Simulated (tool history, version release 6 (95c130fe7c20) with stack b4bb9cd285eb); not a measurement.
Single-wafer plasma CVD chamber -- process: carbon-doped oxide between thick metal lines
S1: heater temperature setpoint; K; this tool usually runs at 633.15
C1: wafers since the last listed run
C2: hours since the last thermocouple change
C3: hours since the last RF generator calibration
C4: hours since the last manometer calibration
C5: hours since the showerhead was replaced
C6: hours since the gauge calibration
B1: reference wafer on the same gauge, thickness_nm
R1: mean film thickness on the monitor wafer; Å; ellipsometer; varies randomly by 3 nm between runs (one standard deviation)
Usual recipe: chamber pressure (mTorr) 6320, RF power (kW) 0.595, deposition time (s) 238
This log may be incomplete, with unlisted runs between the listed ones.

{"run": 1, "hour": 0.0, "S1": 633.15, "chamber pressure (mTorr)": 7450, "RF power (kW)": 0.545, "deposition time (s)": 238, "C1": 0, "C2": 1455.4, "C3": 1577.7, "C4": 927.9, "C5": 5362.9, "C6": 43.5, "B1": 1499.499, "R1": 12802.08}
{"run": 2, "hour": 34.2, "S1": 633.15, "chamber pressure (mTorr)": 7450, "RF power (kW)": 0.545, "deposition time (s)": 238, "C1": 299, "C2": 1489.6, "C3": 1611.9, "C4": 962.1, "C5": 5397.1, "C6": 77.7, "B1": 1499.87, "R1": 12765.22}
{"run": 3, "hour": 51.6, "S1": 633.15, "chamber pressure (mTorr)": 6320, "RF power (kW)": 0.595, "deposition time (s)": 238, "C1": 152, "C2": 1507.0, "C3": 1629.3, "C4": 979.5, "C5": 5414.5, "C6": 95.1, "B1": 1500.365, "R1": 13061.27}
{"run": 4, "hour": 77.4, "S1": 633.15, "chamber pressure (mTorr)": 6320, "RF power (kW)": 0.595, "deposition time (s)": 238, "C1": 226, "C2": 1532.8, "C3": 1655.1, "C4": 1005.3, "C5": 5440.3, "C6": 120.9, "B1": 1499.557, "R1": 13070.34}
{"run": 5, "hour": 105.7, "S1": 633.15, "chamber pressure (mTorr)": 6320, "RF power (kW)": 0.595, "deposition time (s)": 238, "C1": 248, "C2": 1561.1, "C3": 1683.4, "C4": 1033.6, "C5": 5468.6, "C6": 149.2, "B1": 1499.948, "R1": 13053.93}
{"run": 6, "hour": 133.8, "S1": 633.15, "chamber pressure (mTorr)": 6320, "RF power (kW)": 0.595, "deposition time (s)": 238, "C1": 246, "C2": 1589.2, "C3": 1711.5, "C4": 1061.7, "C5": 5496.7, "C6": 177.3, "B1": 1500.253, "R1": 13079.02}
{"run": 7, "hour": 166.5, "S1": 633.15, "chamber pressure (mTorr)": 6320, "RF power (kW)": 0.595, "deposition time (s)": 238, "C1": 286, "C2": 1621.9, "C3": 1744.2, "C4": 1094.4, "C5": 5529.4, "C6": 210.0, "B1": 1500.454, "R1": 13014.52}
{"run": 8, "hour": 187.6, "S1": 633.15, "chamber pressure (mTorr)": 6320, "RF power (kW)": 0.595, "deposition time (s)": 238, "C1": 184, "C2": 1643.0, "C3": 1765.3, "C4": 1115.5, "C5": 5550.5, "C6": 231.1, "B1": 1499.975, "R1": 13035.3}
{"hour": 198.2, "done": "thermocouple changed; heater temperature recalibrated"}
{"hour": 215.9, "done": "capacitance manometer re-zeroed and calibrated"}
{"run": 9, "hour": 216.7, "S1": 633.15, "chamber pressure (mTorr)": 6320, "RF power (kW)": 0.595, "deposition time (s)": 238, "C1": 114, "C2": 18.5, "C3": 1794.4, "C4": 0.8, "C5": 5579.6, "C6": 260.2, "B1": 1500.414, "R1": 13056.54}
{"run": 10, "hour": 239.5, "S1": 633.15, "chamber pressure (mTorr)": 6700, "RF power (kW)": 0.595, "deposition time (s)": 262, "C1": 199, "C2": 41.3, "C3": 1817.2, "C4": 23.6, "C5": 5602.4, "C6": 283.0, "B1": 1500.024, "R1": 14466.13}
{"run": 11, "hour": 284.8, "S1": 633.15, "chamber pressure (mTorr)": 6700, "RF power (kW)": 0.595, "deposition time (s)": 262, "C1": 397, "C2": 86.6, "C3": 1862.5, "C4": 68.9, "C5": 5647.7, "C6": 328.3, "B1": 1500.013, "R1": 14452.9}
{"hour": 291.6, "done": "gauge calibrated"}
{"run": 12, "hour": 319.3, "S1": 633.15, "chamber pressure (mTorr)": 6700, "RF power (kW)": 0.595, "deposition time (s)": 262, "C1": 302, "C2": 121.1, "C3": 1897.0, "C4": 103.4, "C5": 5682.2, "C6": 27.7, "B1": 1500.004, "R1": 14449.12}
{"run": 13, "hour": 340.5, "S1": 633.15, "chamber pressure (mTorr)": 6320, "RF power (kW)": 0.595, "deposition time (s)": 238, "C1": 185, "C2": 142.3, "C3": 1918.2, "C4": 124.6, "C5": 5703.4, "C6": 48.9, "B1": 1500.687, "R1": 13097.0}
{"run": 14, "hour": 354.2, "S1": 633.15, "chamber pressure (mTorr)": 6320, "RF power (kW)": 0.595, "deposition time (s)": 238, "C1": 120, "C2": 156.0, "C3": 1931.9, "C4": 138.3, "C5": 5717.1, "C6": 62.6, "B1": 1500.563, "R1": 13074.11}
{"run": 15, "hour": 377.6, "S1": 633.15, "chamber pressure (mTorr)": 6320, "RF power (kW)": 0.595, "deposition time (s)": 201, "C1": 205, "C2": 179.4, "C3": 1955.3, "C4": 161.7, "C5": 5740.5, "C6": 86.0, "B1": 1499.725, "R1": 10978.83}
{"run": 16, "hour": 394.8, "S1": 633.15, "chamber pressure (mTorr)": 7070, "RF power (kW)": 0.485, "deposition time (s)": 238, "C1": 150, "C2": 196.6, "C3": 1972.5, "C4": 178.9, "C5": 5757.7, "C6": 103.2, "B1": 1499.953, "R1": 12193.12}
{"run": 17, "hour": 416.8, "S1": 633.15, "chamber pressure (mTorr)": 6320, "RF power (kW)": 0.595, "deposition time (s)": 238, "C1": 192, "C2": 218.6, "C3": 1994.5, "C4": 200.9, "C5": 5779.7, "C6": 125.2, "B1": 1499.48, "R1": 13068.7}
{"run": 18, "hour": 444.9, "S1": 640.15, "chamber pressure (mTorr)": 6320, "RF power (kW)": 0.595, "deposition time (s)": 269, "C1": 246, "C2": 246.7, "C3": 2022.6, "C4": 229.0, "C5": 5807.8, "C6": 153.3, "B1": 1500.228, "R1": 14542.76}
{"hour": 466.7, "done": "showerhead replaced"}
{"hour": 497.6, "done": "RF generator calibrated"}
{"run": 19, "hour": 551.5, "S1": 633.15, "chamber pressure (mTorr)": 6320, "RF power (kW)": 0.535, "deposition time (s)": 264, "C1": 794, "C2": 353.3, "C3": 53.9, "C4": 335.6, "C5": 84.8, "C6": 259.9, "B1": 1499.737, "R1": 13848.86}
{"run": 20, "hour": 574.9, "S1": 633.15, "chamber pressure (mTorr)": 6320, "RF power (kW)": 0.69, "deposition time (s)": 238, "C1": 205, "C2": 376.7, "C3": 77.3, "C4": 359.0, "C5": 108.2, "C6": 283.3, "B1": 1499.765, "R1": 13851.73}
{"run": 21, "hour": 587.5, "S1": 641.15, "chamber pressure (mTorr)": 6320, "RF power (kW)": 0.67, "deposition time (s)": 238, "C1": 110, "C2": 389.3, "C3": 89.9, "C4": 371.6, "C5": 120.8, "C6": 295.9, "B1": 1500.367, "R1": 13503.1}
{"run": 22, "hour": 611.2, "S1": 621.15, "chamber pressure (mTorr)": 6320, "RF power (kW)": 0.705, "deposition time (s)": 195, "C1": 207, "C2": 413.0, "C3": 113.6, "C4": 395.3, "C5": 144.5, "C6": 319.6, "B1": 1500.031, "R1": 11755.91}
{"hour": 627.2, "done": "gauge calibrated"}
{"run": 23, "hour": 630.5, "S1": 625.15, "chamber pressure (mTorr)": 6320, "RF power (kW)": 0.595, "deposition time (s)": 256, "C1": 169, "C2": 432.3, "C3": 132.9, "C4": 414.6, "C5": 163.8, "C6": 3.3, "B1": 1499.838, "R1": 14217.68}
{"run": 24, "hour": 651.6, "S1": 633.15, "chamber pressure (mTorr)": 6320, "RF power (kW)": 0.595, "deposition time (s)": 238, "C1": 184, "C2": 453.4, "C3": 154.0, "C4": 435.7, "C5": 184.9, "C6": 24.4, "B1": 1500.305, "R1": 13063.36}

Give the tool's hidden conditions for every run:
wafer temperature above the value expected at the setpoint (K): 0 in every run
delivered RF power above the setpoint (%): 0 in every run
true pressure above the setpoint (%): 0 in every run
gauge reads high (%): 0 in every run
